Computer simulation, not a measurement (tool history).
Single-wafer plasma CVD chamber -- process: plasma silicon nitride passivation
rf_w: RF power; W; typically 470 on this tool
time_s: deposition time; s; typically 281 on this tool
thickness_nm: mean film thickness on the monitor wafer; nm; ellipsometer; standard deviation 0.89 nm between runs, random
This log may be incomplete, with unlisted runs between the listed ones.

run	day	rf_w	time_s	wafers since the last listed run	hours since the last RF generator calibration	hours since the showerhead was replaced	hours since the gauge calibration	read-back reference wafer on the same gauge, thickness_nm	thickness_nm
1	0.000	470	281	0	1793.1	5102.9	454.4	405.887	430.911
2	2.388	470	281	228	1850.4	5160.2	511.7	406.083	431.396
3	4.442	470	281	196	1899.7	5209.5	561.0	405.816	430.356
4	5.617	470	293	112	1927.9	5237.7	589.2	405.897	449.608
5	6.654	470	293	99	1952.8	5262.6	614.1	405.813	449.198
6	9.288	425	320	251	2016.0	5325.8	677.3	406.300	469.927
7	11.262	525	281	188	2063.4	5373.2	724.7	406.243	444.911
# day 12.317: showerhead replaced
8	12.617	540	255	97	2095.9	7.2	757.2	406.185	407.670
# day 13.196: gauge calibrated
9	13.692	470	281	102	2121.7	33.0	11.9	405.928	428.506
10	15.954	470	337	216	2176.0	87.3	66.2	405.948	511.527
11	18.908	415	281	282	2246.9	158.2	137.1	405.912	408.514
# day 20.333: RF generator calibrated
12	20.354	440	332	106	0.5	192.9	171.8	406.080	508.166
13	21.525	470	306	111	28.6	221.0	199.9	406.241	481.599
14	29.467	470	248	758	219.2	411.6	390.5	406.039	388.756
15	30.854	435	238	132	252.5	444.9	423.8	405.846	364.447

What differs in the tool's unlogged condition from the final listed run ahead of each entry between runs to the first listed run following it?
Run 7 -> run 8: showerhead replaced (day 12.317)
  delivered RF power above the setpoint (%): -8.24 -> -8.48
  measured result minus the result with no hidden state, thickness_nm: -13.481 -> -12.735 nm
Run 8 -> run 9: gauge calibrated (day 13.196)
  delivered RF power above the setpoint (%): -8.48 -> -8.67
  measured result minus the result with no hidden state, thickness_nm: -12.735 -> -13.710 nm
Run 11 -> run 12: RF generator calibrated (day 20.333)
  delivered RF power above the setpoint (%): -9.63 -> -0.286
  measured result minus the result with no hidden state, thickness_nm: -14.641 -> -0.502 nm
